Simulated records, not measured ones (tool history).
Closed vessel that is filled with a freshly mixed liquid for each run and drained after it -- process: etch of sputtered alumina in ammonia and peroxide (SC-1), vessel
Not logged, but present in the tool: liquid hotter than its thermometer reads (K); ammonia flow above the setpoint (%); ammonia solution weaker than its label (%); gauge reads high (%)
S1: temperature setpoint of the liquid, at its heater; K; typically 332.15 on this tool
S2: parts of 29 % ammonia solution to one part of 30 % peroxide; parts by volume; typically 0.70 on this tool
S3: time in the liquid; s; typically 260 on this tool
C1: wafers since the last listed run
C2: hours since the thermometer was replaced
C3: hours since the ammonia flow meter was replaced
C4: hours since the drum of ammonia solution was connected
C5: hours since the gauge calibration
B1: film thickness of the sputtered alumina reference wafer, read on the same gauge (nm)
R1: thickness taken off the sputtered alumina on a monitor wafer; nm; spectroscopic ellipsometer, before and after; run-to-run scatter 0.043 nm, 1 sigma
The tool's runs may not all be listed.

{"run": 1, "hour": 0.0, "S1": 332.15, "S2": 0.7, "S3": 260, "C1": 0, "C2": 1297.0, "C3": 1061.6, "C4": 601.7, "C5": 2597.0, "B1": 89.96, "R1": 17.62}
{"run": 2, "hour": 71.7, "S1": 332.15, "S2": 0.7, "S3": 260, "C1": 8498, "C2": 1368.7, "C3": 1133.3, "C4": 673.4, "C5": 2668.7, "B1": 89.98, "R1": 17.55}
{"run": 3, "hour": 123.0, "S1": 332.15, "S2": 0.7, "S3": 260, "C1": 6080, "C2": 1420.0, "C3": 1184.6, "C4": 724.7, "C5": 2720.0, "B1": 89.98, "R1": 17.46}
{"hour": 151.8, "done": "new drum of ammonia solution connected"}
{"run": 4, "hour": 176.4, "S1": 332.15, "S2": 0.7, "S3": 260, "C1": 6211, "C2": 1473.4, "C3": 1238.0, "C4": 24.6, "C5": 2773.4, "B1": 90.01, "R1": 17.81}
{"hour": 226.7, "done": "ammonia flow meter replaced"}
{"run": 5, "hour": 457.4, "S1": 332.15, "S2": 0.7, "S3": 380, "C1": 33188, "C2": 1754.4, "C3": 230.7, "C4": 305.6, "C5": 3054.4, "B1": 89.97, "R1": 25.71}
{"run": 6, "hour": 495.8, "S1": 332.15, "S2": 0.7, "S3": 260, "C1": 4551, "C2": 1792.8, "C3": 269.1, "C4": 344.0, "C5": 3092.8, "B1": 90.04, "R1": 17.47}
{"run": 7, "hour": 575.4, "S1": 332.15, "S2": 0.7, "S3": 260, "C1": 9435, "C2": 1872.4, "C3": 348.7, "C4": 423.6, "C5": 3172.4, "B1": 90.03, "R1": 17.55}
{"run": 8, "hour": 647.3, "S1": 337.65, "S2": 0.4, "S3": 335, "C1": 8522, "C2": 1944.3, "C3": 420.6, "C4": 495.5, "C5": 3244.3, "B1": 89.98, "R1": 28.31}
{"run": 9, "hour": 686.9, "S1": 332.15, "S2": 0.7, "S3": 260, "C1": 4693, "C2": 1983.9, "C3": 460.2, "C4": 535.1, "C5": 3283.9, "B1": 90.0, "R1": 17.58}
{"hour": 734.4, "done": "thermometer replaced"}
{"run": 10, "hour": 781.0, "S1": 332.15, "S2": 0.7, "S3": 260, "C1": 11035, "C2": 46.6, "C3": 554.3, "C4": 629.2, "C5": 3378.0, "B1": 90.02, "R1": 17.47}
{"hour": 817.3, "done": "new drum of ammonia solution connected"}
{"run": 11, "hour": 858.5, "S1": 332.15, "S2": 1.0, "S3": 260, "C1": 9067, "C2": 124.1, "C3": 631.8, "C4": 41.2, "C5": 3455.5, "B1": 90.03, "R1": 18.34}
{"run": 12, "hour": 939.4, "S1": 332.15, "S2": 0.7, "S3": 260, "C1": 9589, "C2": 205.0, "C3": 712.7, "C4": 122.1, "C5": 3536.4, "B1": 90.03, "R1": 17.7}
{"run": 13, "hour": 1002.1, "S1": 332.15, "S2": 0.8, "S3": 315, "C1": 7431, "C2": 267.7, "C3": 775.4, "C4": 184.8, "C5": 3599.1, "B1": 89.95, "R1": 21.71}
{"run": 14, "hour": 1062.7, "S1": 323.65, "S2": 0.45, "S3": 260, "C1": 7182, "C2": 328.3, "C3": 836.0, "C4": 245.4, "C5": 3659.7, "B1": 89.99, "R1": 10.74}
{"run": 15, "hour": 1106.5, "S1": 332.15, "S2": 0.7, "S3": 140, "C1": 5191, "C2": 372.1, "C3": 879.8, "C4": 289.2, "C5": 3703.5, "B1": 89.97, "R1": 9.54}
{"hour": 1145.4, "done": "gauge calibrated"}
{"run": 16, "hour": 1207.3, "S1": 324.65, "S2": 0.7, "S3": 375, "C1": 11947, "C2": 472.9, "C3": 980.6, "C4": 390.0, "C5": 61.9, "B1": 90.02, "R1": 17.11}
{"run": 17, "hour": 1268.4, "S1": 326.65, "S2": 0.7, "S3": 260, "C1": 7242, "C2": 534.0, "C3": 1041.7, "C4": 451.1, "C5": 123.0, "B1": 89.99, "R1": 13.26}
{"run": 18, "hour": 1375.7, "S1": 332.15, "S2": 0.7, "S3": 260, "C1": 12718, "C2": 641.3, "C3": 1149.0, "C4": 558.4, "C5": 230.3, "B1": 89.98, "R1": 17.58}
{"run": 19, "hour": 1456.5, "S1": 338.65, "S2": 0.55, "S3": 115, "C1": 9577, "C2": 722.1, "C3": 1229.8, "C4": 639.2, "C5": 311.1, "B1": 89.98, "R1": 10.61}
{"hour": 1482.7, "done": "new drum of ammonia solution connected"}
{"run": 20, "hour": 1529.6, "S1": 326.15, "S2": 0.7, "S3": 260, "C1": 8546, "C2": 795.2, "C3": 1302.9, "C4": 46.9, "C5": 384.2, "B1": 90.01, "R1": 12.93}
{"hour": 1566.9, "done": "ammonia flow meter replaced"}
{"run": 21, "hour": 1589.3, "S1": 332.15, "S2": 0.7, "S3": 260, "C1": 6957, "C2": 854.9, "C3": 22.4, "C4": 106.6, "C5": 443.9, "B1": 89.96, "R1": 17.49}
{"run": 22, "hour": 1683.6, "S1": 327.65, "S2": 0.85, "S3": 335, "C1": 11177, "C2": 949.2, "C3": 116.7, "C4": 200.9, "C5": 538.2, "B1": 90.04, "R1": 18.24}
{"run": 23, "hour": 1777.3, "S1": 322.15, "S2": 1.0, "S3": 260, "C1": 11106, "C2": 1042.9, "C3": 210.4, "C4": 294.6, "C5": 631.9, "B1": 89.95, "R1": 10.61}
{"run": 24, "hour": 1836.8, "S1": 335.65, "S2": 0.8, "S3": 115, "C1": 7052, "C2": 1102.4, "C3": 269.9, "C4": 354.1, "C5": 691.4, "B1": 89.96, "R1": 9.41}
{"run": 25, "hour": 1891.4, "S1": 322.65, "S2": 0.95, "S3": 200, "C1": 6471, "C2": 1157.0, "C3": 324.5, "C4": 408.7, "C5": 746.0, "B1": 89.94, "R1": 8.37}
{"run": 26, "hour": 1938.1, "S1": 337.15, "S2": 0.6, "S3": 115, "C1": 5535, "C2": 1203.7, "C3": 371.2, "C4": 455.4, "C5": 792.7, "B1": 90.04, "R1": 9.86}
{"run": 27, "hour": 2017.1, "S1": 327.15, "S2": 0.7, "S3": 405, "C1": 9363, "C2": 1282.7, "C3": 450.2, "C4": 534.4, "C5": 871.7, "B1": 90.02, "R1": 21.02}

5 ways to go on from here, each from the tool as it stands after run 27. What would each give?
{"run": "A", "hour": 2017.8, "S1": 332.15, "S2": 0.7, "S3": 260, "C1": 82, "C2": 1283.4, "C3": 450.9, "C4": 535.1, "C5": 872.4, "B1": "?", "R1": "?"}
{"run": "B", "hour": 2017.8, "S1": 332.15, "S2": 0.9, "S3": 260, "C1": 82, "C2": 1283.4, "C3": 450.9, "C4": 535.1, "C5": 872.4, "B1": "?", "R1": "?"}
{"run": "C", "hour": 2017.8, "S1": 323.15, "S2": 0.85, "S3": 330, "C1": 82, "C2": 1283.4, "C3": 450.9, "C4": 535.1, "C5": 872.4, "B1": "?", "R1": "?"}
{"run": "D", "hour": 2017.8, "S1": 336.65, "S2": 0.7, "S3": 390, "C1": 82, "C2": 1283.4, "C3": 450.9, "C4": 535.1, "C5": 872.4, "B1": "?", "R1": "?"}
{"run": "E", "hour": 2017.8, "S1": 329.65, "S2": 0.35, "S3": 165, "C1": 82, "C2": 1283.4, "C3": 450.9, "C4": 535.1, "C5": 872.4, "B1": "?", "R1": "?"}

run=A B1=89.99 R1=17.50
run=B B1=89.99 R1=17.92
run=C B1=89.99 R1=14.01
run=D B1=89.99 R1=33.01
run=E B1=89.99 R1=9.13
The same runs, with their run-to-run variation unchanged, on a tool lacking any hidden condition would have given:
run=A R1=17.60
run=B R1=18.02
run=C R1=14.09
run=D R1=33.20
run=E R1=9.18
